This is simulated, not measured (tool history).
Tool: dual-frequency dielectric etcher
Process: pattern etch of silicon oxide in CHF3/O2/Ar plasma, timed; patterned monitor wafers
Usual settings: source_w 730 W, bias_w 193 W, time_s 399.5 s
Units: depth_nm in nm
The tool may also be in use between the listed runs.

run   hour  source_w  bias_w  time_s  wafers since the last listed run  hours since the last wet clean  hours since the last source power generator calibration  hours since the last bias power generator calibration  hours since the last upper electrode change  hours since the gauge calibration  read-back reference wafer on the same gauge, depth_nm  depth_nm
  1    0.0       730     177   399.5                                 0                           242.5                                                   4622.7                                                 4316.3                                       3489.0                              655.5                                                  811.2     870.7
  2   22.5       730     177   399.5                                68                           265.0                                                   4645.2                                                 4338.8                                       3511.5                              678.0                                                  810.9     872.2
  3   36.8       610     193   316.5                                43                           279.3                                                   4659.5                                                 4353.1                                       3525.8                              692.3                                                  810.3     636.8
  4   69.5       730     193   399.5                               100                           312.0                                                   4692.2                                                 4385.8                                       3558.5                              725.0                                                  809.6     895.4
  5  100.3       730     193   399.5                                94                           342.8                                                   4723.0                                                 4416.6                                       3589.3                              755.8                                                  810.4     901.5
  6  117.3       730     193   464.5                                52                           359.8                                                   4740.0                                                 4433.6                                       3606.3                              772.8                                                  811.0    1042.4
  7  129.5       730     193   464.5                                37                           372.0                                                   4752.2                                                 4445.8                                       3618.5                              785.0                                                  810.1    1041.3
  8  154.6       730     193   464.5                                76                           397.1                                                   4777.3                                                 4470.9                                       3643.6                              810.1                                                  808.9    1042.0
  9  167.7       730     193   399.5                                40                           410.2                                                   4790.4                                                 4484.0                                       3656.7                              823.2                                                  810.7     897.6
 10  187.5       730     193   399.5                                60                           430.0                                                   4810.2                                                 4503.8                                       3676.5                              843.0                                                  809.9     895.4
     221.8  -- bias power generator calibrated
 11  222.3       730     193   399.5                                94                           464.8                                                   4845.0                                                    0.5                                       3711.3                              877.8                                                  809.1     904.2
 12  252.1       730     176   399.5                                91                           494.6                                                   4874.8                                                   30.3                                       3741.1                              907.6                                                  810.3     868.8
     288.5  -- wet clean of the chamber
     295.1  -- gauge calibrated
 13  335.4       650     193   399.5                               181                            46.9                                                   4958.1                                                  113.6                                       3824.4                               40.3                                                  824.7     853.2
     365.0  -- upper electrode replaced
     366.1  -- source power generator calibrated
 14  366.6       840     212   457.0                                18                            78.1                                                      0.5                                                  144.8                                          1.6                               71.5                                                  821.5    1165.4
 15  381.9       730     193   464.5                                46                            93.4                                                     15.8                                                  160.1                                         16.9                               86.8                                                  822.0    1059.7
 16  404.2       850     229   472.5                                68                           115.7                                                     38.1                                                  182.4                                         39.2                              109.1                                                  823.4    1246.5
 17  484.4       810     147   361.5                               245                           195.9                                                    118.3                                                  262.6                                        119.4                              189.3                                                  818.2     787.2
 18  505.2       850     229   472.5                                63                           216.7                                                    139.1                                                  283.4                                        140.2                              210.1                                                  817.6    1241.3
 19  535.2       730     179   399.5                                91                           246.7                                                    169.1                                                  313.4                                        170.2                              240.1                                                  816.7     875.1
 20  562.2       730     207   369.0                                82                           273.7                                                    196.1                                                  340.4                                        197.2                              267.1                                                  815.7     858.5
 21  576.3       730     193   399.5                                43                           287.8                                                    210.2                                                  354.5                                        211.3                              281.2                                                  814.6     905.9
 22  606.2       730     193   399.5                                91                           317.7                                                    240.1                                                  384.4                                        241.2                              311.1                                                  814.1     899.8
 23  630.8       570     150   461.5                                75                           342.3                                                    264.7                                                  409.0                                        265.8                              335.7                                                  814.8     815.1
 24  671.2       880     193   431.5                               123                           382.7                                                    305.1                                                  449.4                                        306.2                              376.1                                                  813.7    1076.8
 25  687.3       730     193   288.5                                49                           398.8                                                    321.2                                                  465.5                                        322.3                              392.2                                                  814.7     651.9
 26  703.3       730     177   399.5                                49                           414.8                                                    337.2                                                  481.5                                        338.3                              408.2                                                  813.5     875.1
 27  725.7       660     240   304.0                                68                           437.2                                                    359.6                                                  503.9                                        360.7                              430.6                                                  812.0     701.7

4 ways to go on from here, each from the tool as it stands after run 27. What would each give?
  A  726.2       730     193   399.5                                 1                           437.7                                                    360.1                                                  504.4                                        361.2                              431.1                                                      ?         ?
  B  726.2       590     193   399.5                                 1                           437.7                                                    360.1                                                  504.4                                        361.2                              431.1                                                      ?         ?
  C  726.2       790     193   399.5                                 1                           437.7                                                    360.1                                                  504.4                                        361.2                              431.1                                                      ?         ?
  D  726.2       640     193   334.0                                 1                           437.7                                                    360.1                                                  504.4                                        361.2                              431.1                                                      ?         ?

run  read-back reference wafer on the same gauge, depth_nm  depth_nm
  A                                                  813.0     901.0
  B                                                  813.0     791.4
  C                                                  813.0     942.1
  D                                                  813.0     696.5
Without the tool's hidden state the same runs would have given:
run  depth_nm
  A     915.3
  B     804.0
  C     957.1
  D     707.6

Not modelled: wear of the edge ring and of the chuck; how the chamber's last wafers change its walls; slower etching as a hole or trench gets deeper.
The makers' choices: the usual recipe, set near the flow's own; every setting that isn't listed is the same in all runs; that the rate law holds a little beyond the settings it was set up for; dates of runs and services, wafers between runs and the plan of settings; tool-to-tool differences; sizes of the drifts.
